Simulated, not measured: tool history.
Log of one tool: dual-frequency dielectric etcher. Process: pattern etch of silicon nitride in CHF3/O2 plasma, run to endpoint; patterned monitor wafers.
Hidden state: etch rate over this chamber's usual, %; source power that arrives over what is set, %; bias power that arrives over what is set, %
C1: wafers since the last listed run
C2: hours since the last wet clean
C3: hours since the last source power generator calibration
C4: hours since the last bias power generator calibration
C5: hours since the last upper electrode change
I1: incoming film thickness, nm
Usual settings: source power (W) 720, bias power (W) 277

run 1 hour=0.0 | source_power_(W)=760 bias_power_(W)=277 | C1=0 C2=56.5 C3=2232.1 C4=333.9 C5=2513.8 | I1=61.1 | endpoint_time_(s)=33.8
run 2 hour=52.8 | source_power_(W)=720 bias_power_(W)=277 | C1=435 C2=109.3 C3=2284.9 C4=386.7 C5=2566.6 | I1=61.3 | endpoint_time_(s)=34.4
run 3 hour=115.9 | source_power_(W)=720 bias_power_(W)=277 | C1=520 C2=172.4 C3=2348.0 C4=449.8 C5=2629.7 | I1=61.0 | endpoint_time_(s)=34.1
run 4 hour=156.4 | source_power_(W)=720 bias_power_(W)=277 | C1=334 C2=212.9 C3=2388.5 C4=490.3 C5=2670.2 | I1=61.6 | endpoint_time_(s)=34.1
run 5 hour=239.2 | source_power_(W)=720 bias_power_(W)=277 | C1=683 C2=295.7 C3=2471.3 C4=573.1 C5=2753.0 | I1=61.1 | endpoint_time_(s)=33.9
run 6 hour=445.6 | source_power_(W)=720 bias_power_(W)=277 | C1=1703 C2=502.1 C3=2677.7 C4=779.5 C5=2959.4 | I1=61.1 | endpoint_time_(s)=33.2
run 7 hour=486.4 | source_power_(W)=590 bias_power_(W)=277 | C1=336 C2=542.9 C3=2718.5 C4=820.3 C5=3000.2 | I1=61.1 | endpoint_time_(s)=35.2
-- hour=564.7 wet clean of the chamber
run 8 hour=565.2 | source_power_(W)=590 bias_power_(W)=277 | C1=452 C2=0.5 C3=2797.3 C4=899.1 C5=3079.0 | I1=61.2 | endpoint_time_(s)=37.2
run 9 hour=646.4 | source_power_(W)=590 bias_power_(W)=277 | C1=670 C2=81.7 C3=2878.5 C4=980.3 C5=3160.2 | I1=61.4 | endpoint_time_(s)=37.4
run 10 hour=700.2 | source_power_(W)=720 bias_power_(W)=277 | C1=443 C2=135.5 C3=2932.3 C4=1034.1 C5=3214.0 | I1=61.3 | endpoint_time_(s)=35.0
run 11 hour=777.7 | source_power_(W)=720 bias_power_(W)=277 | C1=639 C2=213.0 C3=3009.8 C4=1111.6 C5=3291.5 | I1=61.3 | endpoint_time_(s)=34.6
run 12 hour=895.8 | source_power_(W)=720 bias_power_(W)=277 | C1=974 C2=331.1 C3=3127.9 C4=1229.7 C5=3409.6 | I1=61.8 | endpoint_time_(s)=34.7
run 13 hour=976.4 | source_power_(W)=720 bias_power_(W)=277 | C1=665 C2=411.7 C3=3208.5 C4=1310.3 C5=3490.2 | I1=61.3 | endpoint_time_(s)=34.0
-- hour=1098.3 upper electrode replaced
run 14 hour=1107.2 | source_power_(W)=720 bias_power_(W)=277 | C1=881 C2=542.5 C3=3339.3 C4=1441.1 C5=8.9 | I1=61.0 | endpoint_time_(s)=33.8
run 15 hour=1179.9 | source_power_(W)=720 bias_power_(W)=277 | C1=599 C2=615.2 C3=3412.0 C4=1513.8 C5=81.6 | I1=61.8 | endpoint_time_(s)=33.6
-- hour=1257.7 wet clean of the chamber
run 16 hour=1272.3 | source_power_(W)=720 bias_power_(W)=277 | C1=564 C2=14.6 C3=3504.4 C4=1606.2 C5=174.0 | I1=61.0 | endpoint_time_(s)=35.0
run 17 hour=1308.5 | source_power_(W)=720 bias_power_(W)=277 | C1=298 C2=50.8 C3=3540.6 C4=1642.4 C5=210.2 | I1=61.1 | endpoint_time_(s)=34.9
run 18 hour=1415.4 | source_power_(W)=720 bias_power_(W)=277 | C1=882 C2=157.7 C3=3647.5 C4=1749.3 C5=317.1 | I1=61.6 | endpoint_time_(s)=34.8
run 19 hour=1467.6 | source_power_(W)=560 bias_power_(W)=277 | C1=430 C2=209.9 C3=3699.7 C4=1801.5 C5=369.3 | I1=61.8 | endpoint_time_(s)=37.5
run 20 hour=1503.8 | source_power_(W)=810 bias_power_(W)=277 | C1=298 C2=246.1 C3=3735.9 C4=1837.7 C5=405.5 | I1=61.2 | endpoint_time_(s)=33.1
run 21 hour=1556.4 | source_power_(W)=660 bias_power_(W)=323 | C1=434 C2=298.7 C3=3788.5 C4=1890.3 C5=458.1 | I1=61.0 | endpoint_time_(s)=33.7
run 22 hour=1615.9 | source_power_(W)=720 bias_power_(W)=318 | C1=490 C2=358.2 C3=3848.0 C4=1949.8 C5=517.6 | I1=61.2 | endpoint_time_(s)=32.5
-- hour=1647.5 bias power generator calibrated
-- hour=1801.9 wet clean of the chamber
run 23 hour=1841.2 | source_power_(W)=860 bias_power_(W)=223 | C1=1628 C2=39.3 C3=4073.3 C4=193.7 C5=742.9 | I1=61.7 | endpoint_time_(s)=34.8
run 24 hour=1878.1 | source_power_(W)=800 bias_power_(W)=277 | C1=304 C2=76.2 C3=4110.2 C4=230.6 C5=779.8 | I1=62.0 | endpoint_time_(s)=33.8
run 25 hour=1934.8 | source_power_(W)=640 bias_power_(W)=337 | C1=467 C2=132.9 C3=4166.9 C4=287.3 C5=836.5 | I1=61.1 | endpoint_time_(s)=33.3
run 26 hour=2042.4 | source_power_(W)=720 bias_power_(W)=277 | C1=887 C2=240.5 C3=4274.5 C4=394.9 C5=944.1 | I1=61.6 | endpoint_time_(s)=34.2
run 27 hour=2090.8 | source_power_(W)=550 bias_power_(W)=277 | C1=399 C2=288.9 C3=4322.9 C4=443.3 C5=992.5 | I1=60.7 | endpoint_time_(s)=37.0
-- hour=2141.0 source power generator calibrated
run 28 hour=2180.7 | source_power_(W)=610 bias_power_(W)=233 | C1=708 C2=378.8 C3=39.7 C4=533.2 C5=1082.4 | I1=61.5 | endpoint_time_(s)=37.7

Forecast run 29:
run 29 hour=2277.1 | source_power_(W)=850 bias_power_(W)=243 | C1=795 C2=475.2 C3=136.1 C4=629.6 C5=1178.8 | I1=61.1 | endpoint_time_(s)=?

Run 29 gave endpoint time (s) 32.4.
Without the tool's hidden state the same run would have given endpoint time (s) 34.0.
